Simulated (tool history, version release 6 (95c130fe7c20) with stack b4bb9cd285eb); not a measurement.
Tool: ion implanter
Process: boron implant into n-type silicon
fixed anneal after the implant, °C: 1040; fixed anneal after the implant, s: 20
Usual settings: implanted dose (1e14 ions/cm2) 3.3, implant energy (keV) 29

run,hour,implanted dose (1e14 ions/cm2),implant energy (keV),"read-back reference wafer on the same gauge, sheet resistance",sheet resistance of the implanted and annealed layer (ohm/square)
1,0,2.7,32,296.81,349.42
2,62,3.75,29,296.95,270.86
3,106,3.1,29,297.09,315.83
4,169.9,2.75,29,296.93,347.79
5,368.5,2.75,29,296.95,346.92
6,450.2,2.75,29,296.99,347.86
7,503.8,3.3,21,297.01,310.57
8,610.2,3.3,29,297.14,299.14
9,689,3.3,29,296.89,299.14
# hour 761.8: gauge calibrated
10,840.7,3.3,29,297,298.96
11,919.6,3.6,29,297.17,278.11
12,972,3.3,24.5,296.86,304.17
# hour 1046.8: Faraday cup replaced and dose calibrated
13,1047.3,3.3,38.5,296.96,292.68
14,1132.3,3.3,34,297.26,296.01
15,1177.8,3.3,37,296.99,292.68
16,1278.5,3.3,29,297.13,301.19
17,1358.2,2.7,20,296.95,369.57
18,1436.6,3.91,35.5,296.91,255.45
19,1495.1,3.6,29,296.91,279.47
# hour 1524.1: extraction supply calibrated
20,1581.1,2.46,37.5,296.84,370.05
21,1651.8,3.86,32.5,296.93,260.79
22,1758.8,4.15,19,296.78,260.7
# hour 1948.6: gauge calibrated
23,2030.5,3.3,29,297.03,300.18

5 ways to go on from here, each from the tool as it stands after run 23. What would each give?
A,2030.9,3.3,29,?,?
B,2030.9,2.54,33,?,?
C,2030.9,4.14,25.5,?,?
D,2030.9,4.1,33,?,?
E,2030.9,2.97,25,?,?

run,"read-back reference wafer on the same gauge, sheet resistance",sheet resistance of the implanted and annealed layer (ohm/square)
A,297.04,299.62
B,297.04,365.38
C,297.04,252.2
D,297.04,247.06
E,297.04,331.71
Without the tool's hidden state the same runs would have given:
run,sheet resistance of the implanted and annealed layer (ohm/square)
A,300.84
B,366.83
C,253.23
D,248.07
E,333.05
